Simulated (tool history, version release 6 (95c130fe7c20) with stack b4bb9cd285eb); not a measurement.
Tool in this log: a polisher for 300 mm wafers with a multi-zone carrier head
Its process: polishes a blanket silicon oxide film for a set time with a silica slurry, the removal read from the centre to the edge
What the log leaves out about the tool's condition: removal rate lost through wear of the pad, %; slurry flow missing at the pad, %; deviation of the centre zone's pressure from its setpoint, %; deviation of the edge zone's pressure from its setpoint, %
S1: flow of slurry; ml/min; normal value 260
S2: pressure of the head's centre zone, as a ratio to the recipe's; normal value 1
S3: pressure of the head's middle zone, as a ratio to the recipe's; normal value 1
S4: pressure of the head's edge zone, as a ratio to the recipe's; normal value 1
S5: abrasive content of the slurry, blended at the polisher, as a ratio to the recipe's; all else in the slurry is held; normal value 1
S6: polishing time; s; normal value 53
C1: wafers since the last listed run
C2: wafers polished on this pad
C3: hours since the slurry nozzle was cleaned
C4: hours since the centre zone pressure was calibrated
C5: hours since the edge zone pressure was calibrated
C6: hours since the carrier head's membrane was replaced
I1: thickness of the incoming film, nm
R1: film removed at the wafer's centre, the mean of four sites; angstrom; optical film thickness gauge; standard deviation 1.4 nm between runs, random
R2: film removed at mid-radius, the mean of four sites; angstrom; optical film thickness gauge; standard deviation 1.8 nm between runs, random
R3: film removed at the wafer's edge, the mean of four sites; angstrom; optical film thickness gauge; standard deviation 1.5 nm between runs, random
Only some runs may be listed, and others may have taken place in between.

Run 1, hour 0: usual settings but S2 1.08, S5 0.9; C1 0; C2 1071; C3 314.3; C4 1032.7; C5 389.8; C6 1110.2; I1 1539.5. Result: R1 1767 angstrom, R2 1677 angstrom, R3 1647 angstrom.
Run 2, hour 9.6: usual settings but S2 1.08, S5 0.9; C1 119; C2 1191; C3 323.9; C4 1042.3; C5 399.4; C6 1119.8; I1 1555.3. Result: R1 1758 angstrom, R2 1692 angstrom, R3 1641 angstrom.
At hour 26.3: edge zone pressure recalibrated.
Run 3, hour 27: usual settings; C1 191; C2 1382; C3 341.3; C4 1059.7; C5 0.7; C6 1137.2; I1 1565.5. Result: R1 1711 angstrom, R2 1750 angstrom, R3 1742 angstrom.
At hour 33.4: worn pad replaced by a new one.
Run 4, hour 38.2: usual settings; C1 89; C2 59; C3 352.5; C4 1070.9; C5 11.9; C6 1148.4; I1 1554.6. Result: R1 1690 angstrom, R2 1770 angstrom, R3 1760 angstrom.
Run 5, hour 49.8: usual settings; C1 144; C2 203; C3 364.1; C4 1082.5; C5 23.5; C6 1160; I1 1566.9. Result: R1 1688 angstrom, R2 1758 angstrom, R3 1760 angstrom.
Run 6, hour 66.2: usual settings; C1 203; C2 407; C3 380.5; C4 1098.9; C5 39.9; C6 1176.4; I1 1551.5. Result: R1 1709 angstrom, R2 1770 angstrom, R3 1757 angstrom.
Run 7, hour 76.6: usual settings; C1 129; C2 536; C3 390.9; C4 1109.3; C5 50.3; C6 1186.8; I1 1563.2. Result: R1 1707 angstrom, R2 1784 angstrom, R3 1773 angstrom.
Run 8, hour 84.5: usual settings but S3 1.04, S5 1.15, S6 68 s; C1 98; C2 634; C3 398.8; C4 1117.2; C5 58.2; C6 1194.7; I1 1559.1. Result: R1 2343 angstrom, R2 2489 angstrom, R3 2432 angstrom.
Run 9, hour 95: usual settings but S1 325 ml/min, S3 0.96, S5 1.1; C1 130; C2 765; C3 409.3; C4 1127.7; C5 68.7; C6 1205.2; I1 1555.3. Result: R1 1861 angstrom, R2 1851 angstrom, R3 1894 angstrom.
Run 10, hour 101.5: usual settings; C1 80; C2 846; C3 415.8; C4 1134.2; C5 75.2; C6 1211.7; I1 1547.2. Result: R1 1685 angstrom, R2 1792 angstrom, R3 1759 angstrom.
At hour 112.7: slurry nozzle cleaned.
Run 11, hour 117.9: usual settings but S1 325 ml/min, S3 0.89; C1 191; C2 1037; C3 5.2; C4 1150.6; C5 91.6; C6 1228.1; I1 1559.7. Result: R1 1899 angstrom, R2 1769 angstrom, R3 1889 angstrom.
At hour 135.8: worn pad replaced by a new one.
Run 12, hour 136.3: usual settings; C1 178; C2 6; C3 23.6; C4 1169; C5 110; C6 1246.5; I1 1574.9. Result: R1 1871 angstrom, R2 1901 angstrom, R3 1855 angstrom.
Run 13, hour 142.1: usual settings but S1 310 ml/min; C1 72; C2 78; C3 29.4; C4 1174.8; C5 115.8; C6 1252.3; I1 1549.3. Result: R1 1898 angstrom, R2 1937 angstrom, R3 1882 angstrom.
At hour 148.8: carrier head's membrane replaced by a new one.
Run 14, hour 149.3: usual settings but S2 0.88, S3 1.08; C1 27; C2 105; C3 36.6; C4 1182; C5 123; C6 0.5; I1 1558.8. Result: R1 1647 angstrom, R2 2005 angstrom, R3 1868 angstrom.

Expected results for the next run?
At hour 156: centre zone pressure recalibrated.
Run 15, hour 157.4: usual settings but S4 0.93; C1 75; C2 181; C3 44.7; C4 1.4; C5 131.1; C6 8.6; I1 1533.7. Result: R1 ?, R2 ?, R3 ?.

For run 15 the tool returned R1 1856 angstrom, R2 1926 angstrom, R3 1784 angstrom.
Had the tool carried no hidden state, the very same run would have given R1 1887 angstrom, R2 1955 angstrom, R3 1804 angstrom.
